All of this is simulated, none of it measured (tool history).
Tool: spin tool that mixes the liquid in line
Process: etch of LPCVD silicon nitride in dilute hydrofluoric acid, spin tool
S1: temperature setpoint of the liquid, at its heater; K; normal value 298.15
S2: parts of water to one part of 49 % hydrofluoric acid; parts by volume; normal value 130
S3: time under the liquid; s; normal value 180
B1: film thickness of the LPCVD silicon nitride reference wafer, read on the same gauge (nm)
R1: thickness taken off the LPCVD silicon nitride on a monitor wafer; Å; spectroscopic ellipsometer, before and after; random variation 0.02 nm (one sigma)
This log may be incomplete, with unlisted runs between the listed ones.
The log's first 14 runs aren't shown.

run	day	S1	S2	S3	B1	R1
15	6.504	294.65	130	180	139.969	6.21
16	7.088	301.15	130	180	140.005	9.84
17	7.762	298.15	130	230	139.98	10.81
18	8.325	298.15	130	180	139.998	7.98
# day 8.55: gauge calibrated
19	8.779	298.15	175	90	139.999	3.14
20	9.033	298.15	75	270	140.03	21.4
21	9.371	303.15	130	95	140.009	6.06
22	9.821	296.65	130	180	139.977	7.35
# day 10.4: hydrofluoric acid flow meter replaced
23	10.421	298.15	180	180	140.036	5.96
24	10.725	298.15	130	180	140.018	8.45
25	11.112	300.65	150	225	140.019	10.08
26	11.662	293.65	165	75	139.984	1.98
27	12.1	298.15	190	70	140.017	2.15
28	12.608	296.15	180	110	139.969	3.28
29	13.121	294.65	155	245	139.987	7.45
30	13.433	298.15	130	100	139.977	4.57
31	13.812	302.15	130	285	139.983	16.41

Predict the results of run 32:
32	14.442	298.15	130	180	?	?

B1: 140.023
R1: 8.04 Å
The same run, on a tool lacking any hidden state, would have yielded R1 8.04 Å.
